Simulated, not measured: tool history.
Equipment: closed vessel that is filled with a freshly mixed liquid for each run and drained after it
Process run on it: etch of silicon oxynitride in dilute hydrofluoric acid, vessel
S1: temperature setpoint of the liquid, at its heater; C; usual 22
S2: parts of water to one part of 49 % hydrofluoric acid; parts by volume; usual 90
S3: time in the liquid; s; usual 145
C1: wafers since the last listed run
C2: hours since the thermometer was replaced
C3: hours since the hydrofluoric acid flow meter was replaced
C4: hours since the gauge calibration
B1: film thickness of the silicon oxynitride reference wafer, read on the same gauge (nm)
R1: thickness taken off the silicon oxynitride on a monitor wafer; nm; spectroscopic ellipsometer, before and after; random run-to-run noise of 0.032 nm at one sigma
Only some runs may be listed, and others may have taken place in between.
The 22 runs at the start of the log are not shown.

run    hour    S1   S2   S3    C1     C2     C3     C4     B1    R1
 23   749.8    22   90  145  2522  357.5  854.4   97.6     80  5.09
 24   771.6    22   90   90  1797  379.3  876.2  119.4     80  3.18
 25     807    22   90  145  2918  414.7  911.6  154.8  80.01   5.1
      813.4  -- hydrofluoric acid flow meter replaced
 26   839.1    22   90  145  2564  446.8   25.7  186.9     80  5.38
 27   867.6    22   90  145  2349  475.3   54.2  215.4  79.98  5.29
 28   897.6    20   70  170  2473  505.3   84.2  245.4  80.01  7.35
 29   921.9    20   90  145  2003  529.6  108.5  269.7  79.98  4.79
 30     946  17.5   90  220  1986  553.7  132.6  293.8     80  6.42
 31   973.6  20.5   90  100  2275  581.3  160.2  321.4  79.99  3.39
 32    1051    22   90  145  6381  658.7  237.6  398.8     80  5.26
 33  1077.5    22  115  145  2184  685.2  264.1  425.3  79.97  4.04

Here are 4 independent what-if runs from the current tool condition. What would each one return?
  A  1078.2    22  90  145  57  685.9  264.8  426   ?   ?
  B  1078.2  17.5  90   90  57  685.9  264.8  426   ?   ?
  C  1078.2  24.5  90  105  57  685.9  264.8  426   ?   ?
  D  1078.2    26  55  115  57  685.9  264.8  426   ?   ?

run     B1    R1
  A  80.01  5.28
  B  80.01  2.63
  C  80.01  4.31
  D  80.01  8.56
With the hidden condition removed and each run's random variation left untouched, the same runs would have given:
run    R1
  A  5.34
  B  2.66
  C  4.36
  D  8.65
